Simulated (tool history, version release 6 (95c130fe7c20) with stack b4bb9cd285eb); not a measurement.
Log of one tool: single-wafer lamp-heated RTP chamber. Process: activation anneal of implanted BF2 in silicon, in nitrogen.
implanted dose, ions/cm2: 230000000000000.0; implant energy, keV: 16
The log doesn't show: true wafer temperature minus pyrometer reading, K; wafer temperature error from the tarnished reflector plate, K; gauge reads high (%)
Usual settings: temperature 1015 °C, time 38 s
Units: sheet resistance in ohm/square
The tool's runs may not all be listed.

run,day,temperature,time,wafers since the last listed run,wafers since the last pyrometer calibration,wafers since the reflector plate was cleaned,hours since the gauge calibration,"read-back reference wafer on the same gauge, sheet resistance",sheet resistance
1,0,1015,38,0,2031,3341,442,406.66,466.94
2,1,1015,38,403,2435,3745,466,406.76,466.87
3,2.325,1015,38,535,2970,4280,497.8,406.82,467.44
4,3.029,1015,38,284,3255,4564,514.7,407.15,467.95
5,4.083,1000,38,425,3680,4990,540,407.28,469.71
6,5.062,1000,38,395,4076,5386,563.5,406.95,468.67
7,8.804,1000,38,1511,5587,6897,653.3,407.06,470.68
8,9.942,1015,38,459,6047,7357,680.6,406.78,466.8
9,11.438,1015,38,604,6651,7961,716.5,407.01,465.53
10,12.012,1015,38,232,6883,8193,730.3,406.88,468.46
11,13.288,1015,38,515,7398,8708,760.9,406.9,466.96
# day 13.9: pyrometer window cleaned and pyrometer calibrated
12,14.612,996,38,400,287,9109,792.7,407.28,469.55
13,16.108,996,38,604,891,9713,828.6,406.92,470.47
14,17.242,996,38,457,1349,10171,855.8,406.86,470.42
15,18.404,1015,26,469,1818,10640,883.7,406.88,470.77
16,19.729,1015,26,535,2353,11175,915.5,406.81,470.09
17,21.221,1015,26,602,2956,11778,951.3,406.72,470.65
# day 22.271: reflector plate cleaned
18,22.583,1015,38,415,3372,125,984,407.21,467.55
19,24.038,1007,48,587,3959,713,1018.9,406.93,465.61
# day 24.367: gauge calibrated
20,25.304,1002,38,511,4471,1224,22.5,407.37,468.78
21,26.354,1015,38,424,4895,1649,47.7,406.97,467.18
22,27.796,1015,38,582,5477,2231,82.3,407.09,465.04
23,29.133,1023,38,540,6017,2771,114.4,406.93,466.06
24,30.112,997,17,395,6413,3167,137.9,406.94,476.16
25,31.296,1004,38,477,6891,3645,166.3,407.01,468.27
26,31.988,1015,38,279,7170,3924,182.9,406.78,467.78
27,32.558,997,28,230,7401,4155,196.6,407.27,472.56
28,33.854,1004,38,523,7924,4678,227.7,407.08,469.09
# day 35.279: pyrometer window cleaned and pyrometer calibrated
29,37.242,1029,32,1233,792,5912,309,407.15,466.66
30,37.817,1003,58,232,1024,6144,322.8,407.05,463.69
31,38.912,1026,50,442,1467,6587,349.1,407.21,461.56
32,40.217,1035,44,526,1994,7113,380.4,406.98,462.17
33,41.279,1015,38,429,2423,7543,405.9,407.13,466.07
34,42.05,1015,38,311,2734,7854,424.4,407,467.2

Hidden state at the last listed run before each entry between runs and at the first one after, where it differs:
Between runs 11 and 12: pyrometer window cleaned and pyrometer calibrated (day 13.9)
  no hidden state differs between the two runs
Between runs 17 and 18: reflector plate cleaned (day 22.271)
  no hidden state differs between the two runs
Between runs 19 and 20: gauge calibrated (day 24.367)
  no hidden state differs between the two runs
Between runs 28 and 29: pyrometer window cleaned and pyrometer calibrated (day 35.279)
  no hidden state differs between the two runs
